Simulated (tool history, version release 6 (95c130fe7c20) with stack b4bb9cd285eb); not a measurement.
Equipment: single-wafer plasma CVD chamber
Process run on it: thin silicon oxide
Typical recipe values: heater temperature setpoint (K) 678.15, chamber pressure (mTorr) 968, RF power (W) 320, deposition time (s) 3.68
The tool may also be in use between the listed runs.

| run | day | heater temperature setpoint (K) | chamber pressure (mTorr) | RF power (W) | deposition time (s) | read-back reference wafer on the same gauge, thickness_nm | mean film thickness on the monitor wafer (nm) |
|---|---|---|---|---|---|---|---|
| 1 | 0 | 678.15 | 968 | 320 | 3.68 | 8.543 | 7.31 |
|  | 0.367 | gauge calibrated |
| 2 | 1.771 | 678.15 | 968 | 320 | 3.68 | 8.536 | 7.298 |
| 3 | 5.812 | 689.15 | 968 | 320 | 3.68 | 8.535 | 7.223 |
| 4 | 10.1 | 689.15 | 968 | 320 | 3.68 | 8.542 | 7.221 |
| 5 | 13.9 | 678.15 | 968 | 320 | 3.68 | 8.541 | 7.289 |
| 6 | 17.004 | 678.15 | 968 | 320 | 3.68 | 8.547 | 7.315 |
|  | 17.742 | RF generator calibrated |
|  | 18.512 | showerhead replaced, of another model than before |
| 7 | 19.083 | 678.15 | 968 | 320 | 3.68 | 8.541 | 7.527 |
|  | 20.088 | capacitance manometer re-zeroed and calibrated |
| 8 | 23.267 | 678.15 | 1192 | 320 | 3.04 | 8.541 | 7.083 |
|  | 24.017 | thermocouple changed; heater temperature recalibrated |
| 9 | 26.521 | 663.15 | 968 | 300 | 4.1 | 8.545 | 8.293 |
| 10 | 28.792 | 671.15 | 968 | 265 | 3.68 | 8.537 | 7.247 |
|  | 29.888 | gauge calibrated |
| 11 | 31.504 | 678.15 | 886 | 265 | 3.95 | 8.542 | 7.242 |
| 12 | 34.204 | 678.15 | 968 | 320 | 3.68 | 8.542 | 7.474 |
| 13 | 36.242 | 678.15 | 968 | 320 | 3.68 | 8.547 | 7.434 |
| 14 | 38.725 | 678.15 | 968 | 320 | 3.15 | 8.545 | 6.356 |
| 15 | 40.288 | 678.15 | 968 | 320 | 3.68 | 8.537 | 7.473 |

Each row is a separate what-if for the run after 15, all from the same tool condition, not one after another. Results?
| A | 40.304 | 678.15 | 968 | 320 | 3.68 | ? | ? |
| B | 40.304 | 678.15 | 895 | 320 | 3.68 | ? | ? |
| C | 40.304 | 678.15 | 968 | 380 | 3.68 | ? | ? |
| D | 40.304 | 678.15 | 1119 | 320 | 3.68 | ? | ? |

| run | read-back reference wafer on the same gauge, thickness_nm | mean film thickness on the monitor wafer (nm) |
|---|---|---|
| A | 8.539 | 7.433 |
| B | 8.539 | 6.978 |
| C | 8.539 | 7.656 |
| D | 8.539 | 8.164 |
With the hidden condition removed and each run's random variation left untouched, the same runs would have given:
| run | mean film thickness on the monitor wafer (nm) |
|---|---|
| A | 7.501 |
| B | 7.042 |
| C | 7.726 |
| D | 8.238 |

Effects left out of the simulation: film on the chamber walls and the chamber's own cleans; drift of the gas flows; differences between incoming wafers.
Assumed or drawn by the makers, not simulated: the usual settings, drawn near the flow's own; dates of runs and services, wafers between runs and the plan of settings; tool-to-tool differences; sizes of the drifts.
